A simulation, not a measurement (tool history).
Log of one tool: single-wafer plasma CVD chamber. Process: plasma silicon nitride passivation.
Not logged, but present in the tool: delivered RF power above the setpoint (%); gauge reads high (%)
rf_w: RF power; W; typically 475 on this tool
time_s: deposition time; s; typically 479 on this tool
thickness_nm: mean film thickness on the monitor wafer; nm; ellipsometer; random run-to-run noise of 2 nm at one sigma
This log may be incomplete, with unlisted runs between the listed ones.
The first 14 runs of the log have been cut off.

run	day	rf_w	time_s	wafers since the last listed run	hours since the last RF generator calibration	hours since the showerhead was replaced	hours since the gauge calibration	read-back reference wafer on the same gauge, thickness_nm	thickness_nm
# day 37.875: showerhead replaced
15	39.196	475	479	193	102	31.7	1334.3	871.231	753.761
16	41.083	475	479	175	147.3	77	1379.6	872.317	755.435
17	42.833	475	479	162	189.3	119	1421.6	872.234	757.108
18	44.288	440	479	134	224.2	153.9	1456.5	872.994	739.841
# day 45.35: gauge calibrated
19	47.004	440	479	251	289.4	219.1	39.7	872.527	738.025
20	48.083	405	399	100	315.3	245	65.6	872.028	603.477
21	50.983	475	572	268	384.9	314.6	135.2	872.329	901.719
22	52.867	505	422	174	430.1	359.8	180.4	872.587	670.207
23	54.196	505	406	123	462	391.7	212.3	871.982	645.711
24	55.521	475	479	122	493.8	423.5	244.1	872.095	752.183
25	57.208	475	479	156	534.3	464	284.6	872.452	749.336
26	59.904	445	537	249	599	528.7	349.3	871.76	832.171
27	62.396	475	479	231	658.8	588.5	409.1	872.204	752.342

Estimate the outcome of run 28 from the log above:
28	63.458	555	451	98	684.3	614	434.6	?	?

read-back reference wafer on the same gauge, thickness_nm: 871.679
thickness_nm: 734.873 nm
The same run, on a tool lacking any hidden state, would have yielded thickness_nm 740.249 nm.
